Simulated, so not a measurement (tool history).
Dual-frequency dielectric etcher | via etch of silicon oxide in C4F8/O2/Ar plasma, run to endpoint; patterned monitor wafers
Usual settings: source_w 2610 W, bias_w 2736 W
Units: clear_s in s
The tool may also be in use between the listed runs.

run	hour	source_w	bias_w	wafers since the last listed run	hours since the last wet clean	hours since the last source power generator calibration	hours since the last bias power generator calibration	hours since the last upper electrode change	incoming incoming film thickness, nm	clear_s
1	0	2610	2736	0	280.9	2845.5	3561	5114.9	2211.7	347.7
2	43	2610	2557	264	323.9	2888.5	3604	5157.9	2210.5	357.3
3	70.6	2610	2557	169	351.5	2916.1	3631.6	5185.5	2197.5	351.3
4	104	2610	2544	205	384.9	2949.5	3665	5218.9	2199.6	361
5	144.1	2610	2544	246	425	2989.6	3705.1	5259	2213.4	358.6
6	201.4	2610	2544	352	482.3	3046.9	3762.4	5316.3	2199	361.9
# hour 271: wet clean of the chamber
7	271.5	2410	2736	283	0.5	3117	3832.5	5386.4	2192.6	337.1
8	290.5	2610	2736	116	19.5	3136	3851.5	5405.4	2196.9	334.8
9	328.8	2610	2736	235	57.8	3174.3	3889.8	5443.7	2190.3	328.1
10	381.1	2610	2736	321	110.1	3226.6	3942.1	5496	2197.2	334.5
# hour 394.3: source power generator calibrated
11	414.9	2610	2736	183	143.9	20.6	3975.9	5529.8	2215.1	335.5
12	475.8	2610	2736	374	204.8	81.5	4036.8	5590.7	2194	335.2
13	537.5	2610	2736	379	266.5	143.2	4098.5	5652.4	2188.7	336.3
14	603.3	2930	2967	404	332.3	209	4164.3	5718.2	2207.7	323.9
15	659.1	2610	2408	343	388.1	264.8	4220.1	5774	2200.5	354.7
16	693.2	2310	2736	209	422.2	298.9	4254.2	5808.1	2194.9	353.3
17	718.3	2360	2072	154	447.3	324	4279.3	5833.2	2211.3	386
# hour 772.5: bias power generator calibrated
18	780.3	2050	2399	356	509.3	386	7.8	5895.2	2207.3	378.5
19	839.8	1970	2947	365	568.8	445.5	67.3	5954.7	2208.8	364.3
20	908.9	2610	2736	424	637.9	514.6	136.4	6023.8	2209.5	353.7
# hour 936.3: wet clean of the chamber
21	939.1	2610	2550	38	2.8	544.8	166.6	6054	2205.1	337.3
22	966.4	2370	2378	167	30.1	572.1	193.9	6081.3	2206.1	355.6
23	1019.6	2440	2736	327	83.3	625.3	247.1	6134.5	2227.9	343
24	1060.4	2610	2294	250	124.1	666.1	287.9	6175.3	2214.7	352.6
# hour 1093.8: upper electrode replaced
25	1126.9	2610	3394	261	190.6	732.6	354.4	33.1	2191.5	315.7

The next listed run, before its measurement:
26	1170.3	2610	2736	266	234	776	397.8	76.5	2208.2	?

clear_s: 341.6 s
Without the tool's hidden state the same run would have given clear_s 335.1 s.
